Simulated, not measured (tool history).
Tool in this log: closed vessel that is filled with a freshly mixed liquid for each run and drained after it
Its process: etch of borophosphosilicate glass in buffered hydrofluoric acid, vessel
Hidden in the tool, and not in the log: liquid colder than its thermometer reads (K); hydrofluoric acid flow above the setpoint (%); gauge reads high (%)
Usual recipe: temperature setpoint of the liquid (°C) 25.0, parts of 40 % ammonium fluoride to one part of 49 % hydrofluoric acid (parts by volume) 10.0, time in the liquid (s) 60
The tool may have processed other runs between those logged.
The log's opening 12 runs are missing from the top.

run	day	temperature setpoint of the liquid (°C)	parts of 40 % ammonium fluoride to one part of 49 % hydrofluoric acid (parts by volume)	time in the liquid (s)	wafers since the last listed run	hours since the thermometer was replaced	hours since the hydrofluoric acid flow meter was replaced	hours since the gauge calibration	read-back film thickness of the borophosphosilicate glass reference wafer, read on the same gauge (nm)	thickness taken off the borophosphosilicate glass on a monitor wafer (angstrom)
13	6.075	25.0	10.0	45	1681	813.1	1518.8	97.7	79.96	1413.2
# day 6.217: hydrofluoric acid flow meter replaced
14	6.575	25.0	10.0	45	1321	825.1	8.6	109.7	79.97	1404.2
15	7.029	27.5	10.0	60	1309	836.0	19.5	120.6	80.02	2137.2
16	7.296	22.5	8.0	60	768	842.4	25.9	127.0	79.99	1973.2
17	7.817	25.0	10.0	60	1501	854.9	38.4	139.5	79.98	1843.2
18	8.267	25.0	13.5	30	1297	865.7	49.2	150.3	79.98	695.2
19	8.958	20.5	6.0	75	1993	882.3	65.8	166.9	80.04	2903.9
20	9.308	29.0	10.0	40	1008	890.7	74.2	175.3	79.95	1510.9
# day 9.833: gauge calibrated
21	10.029	22.0	6.0	70	2077	908.0	91.5	4.7	80.00	2996.8
# day 10.283: thermometer replaced
22	10.746	25.0	10.0	60	1945	11.1	108.7	21.9	80.00	2126.0
23	11.229	22.0	10.0	60	1393	22.7	120.3	33.5	79.98	1813.5
24	11.783	27.0	7.0	30	1597	36.0	133.6	46.8	80.03	1665.7

Predict the results of run 25:
25	12.442	25.0	10.0	60	1897	51.8	149.4	62.6	?	?

{"run 25": {"read-back film thickness of the borophosphosilicate glass reference wafer, read on the same gauge (nm)": 79.99, "thickness taken off the borophosphosilicate glass on a monitor wafer (angstrom)": 2134.9}}
Take away the tool's hidden state, keep the run-to-run variation as it was, and the same run would have given thickness taken off the borophosphosilicate glass on a monitor wafer (angstrom) 2154.4.
